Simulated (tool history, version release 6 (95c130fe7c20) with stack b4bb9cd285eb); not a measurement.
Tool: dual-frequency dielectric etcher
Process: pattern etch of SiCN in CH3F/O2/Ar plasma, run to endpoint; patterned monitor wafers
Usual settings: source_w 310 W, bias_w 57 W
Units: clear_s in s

run   hour  source_w  bias_w  wafers since the last listed run  hours since the last wet clean  hours since the last source power generator calibration  hours since the last bias power generator calibration  hours since the last upper electrode change  incoming incoming film thickness, nm  clear_s
  1      0       310      60                                 0                           280.2                                                   2538.6                                                 3965.4                                       1917.2                                  8.91     27.5
  2   33.5       290      67                               336                           313.7                                                   2572.1                                                 3998.9                                       1950.7                                  8.97       27
      58.2  -- wet clean of the chamber
  3   58.7       290      67                                12                             0.5                                                   2597.3                                                 4024.1                                       1975.9                                  8.84       26
  4   80.7       290      67                               220                            22.5                                                   2619.3                                                 4046.1                                       1997.9                                  8.86     26.2
  5  103.7       310      57                               230                            45.5                                                   2642.3                                                 4069.1                                       2020.9                                  8.88     27.8
  6  129.1       310      57                               254                            70.9                                                   2667.7                                                 4094.5                                       2046.3                                  8.97     27.9
  7  146.7       310      57                               176                            88.5                                                   2685.3                                                 4112.1                                       2063.9                                  8.96       28
  8  182.1       310      67                               355                           123.9                                                   2720.7                                                 4147.5                                       2099.3                                  8.94     26.1
  9  209.2       310      67                               272                             151                                                   2747.8                                                 4174.6                                       2126.4                                  8.92       26
 10  223.4       310      67                               142                           165.2                                                     2762                                                 4188.8                                       2140.6                                  8.93       26
     250.7  -- upper electrode replaced
 11  253.2       310      57                                58                             195                                                   2791.8                                                 4218.6                                          2.5                                   8.9     28.2
 12    268       250      48                               148                           209.8                                                   2806.6                                                 4233.4                                         17.3                                  8.97     32.8
     296.9  -- bias power generator calibrated
 13  297.4       310      49                               254                           239.2                                                     2836                                                    0.5                                         46.7                                  8.89     30.1
 14  324.6       310      43                               273                           266.4                                                   2863.2                                                   27.7                                         73.9                                  8.86     32.1
     332.5  -- source power generator calibrated
 15  353.7       310      57                               251                           295.5                                                     21.2                                                   56.8                                          103                                  8.96     28.4
 16  397.2       260      57                               436                             339                                                     64.7                                                  100.3                                        146.5                                  8.99     30.4
 17  418.6       340      65                               214                           360.4                                                     86.1                                                  121.7                                        167.9                                  8.87       26
 18  451.3       340      65                               328                           393.1                                                    118.8                                                  154.4                                        200.6                                  8.86       26
     499.8  -- wet clean of the chamber
 19  500.3       310      57                               250                             0.5                                                    167.8                                                  203.4                                        249.6                                  8.98       28
 20  588.2       360      45                               882                            88.4                                                    255.7                                                  291.3                                        337.5                                  8.91     29.5
 21  616.9       280      70                               288                           117.1                                                    284.4                                                    320                                        366.2                                  8.84     26.1
 22  630.5       240      53                               136                           130.7                                                      298                                                  333.6                                        379.8                                  8.86     31.1

4 ways to go on from here, each from the tool as it stands after run 22. What would each give?
  A  630.9       270      57                                 4                           131.1                                                    298.4                                                    334                                        380.2                                  8.88        ?
  B  630.9       350      61                                 4                           131.1                                                    298.4                                                    334                                        380.2                                  8.88        ?
  C  630.9       330      70                                 4                           131.1                                                    298.4                                                    334                                        380.2                                  8.88        ?
  D  630.9       270      63                                 4                           131.1                                                    298.4                                                    334                                        380.2                                  8.88        ?

run  clear_s
  A     29.1
  B       26
  C     24.9
  D     27.8
Without the tool's hidden state the same runs would have given:
run  clear_s
  A     28.9
  B     25.8
  C     24.7
  D     27.6
